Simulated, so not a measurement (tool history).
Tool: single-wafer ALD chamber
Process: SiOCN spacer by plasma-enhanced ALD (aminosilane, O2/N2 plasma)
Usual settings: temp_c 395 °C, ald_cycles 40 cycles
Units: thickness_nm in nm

run     day  temp_c  ald_cycles  wafers since the last listed run  hours since the last thermocouple change  hours since the gauge calibration  read-back reference wafer on the same gauge, thickness_nm  thickness_nm
  1       0     400          40                                 0                                     261.5                              720.1                                                      2.888         2.762
  2   7.121     400          40                               970                                     432.4                                891                                                       2.89          2.76
  3  10.867     395          43                               510                                     522.3                              980.9                                                       2.89         2.966
  4  14.975     395          43                               559                                     620.9                             1079.5                                                      2.889          2.96
  5  19.342     395          43                               595                                     725.7                             1184.3                                                      2.891         2.968
  6  23.267     403          45                               534                                     819.9                             1278.5                                                      2.893         3.067
  7  27.692     403          45                               603                                     926.1                             1384.7                                                      2.891         3.064
     28.196  -- thermocouple changed; heater temperature recalibrated
  8  29.992     395          43                               268                                      43.1                             1439.9                                                      2.889         2.968
     31.292  -- gauge calibrated
  9  33.808     380          38                               520                                     134.7                               60.4                                                      2.893         2.625
 10  37.112     399          46                               450                                       214                              139.7                                                       2.89         3.174
 11      41     395          40                               529                                     307.3                                233                                                      2.893         2.768
 12  42.929     390          43                               262                                     353.6                              279.3                                                      2.891         2.969
 13  44.446     408          34                               206                                       390                              315.7                                                      2.891         2.275
 14  47.575     391          40                               426                                     465.1                              390.8                                                      2.893          2.76
 15  50.833     402          37                               444                                     543.3                                469                                                      2.888         2.529

Hidden state at the last listed run before each entry between runs and at the first one after, where it differs:
After run 7, before run 8: thermocouple changed; heater temperature recalibrated (day 28.196)
  no hidden state differs between the two runs
After run 8, before run 9: gauge calibrated (day 31.292)
  no hidden state differs between the two runs
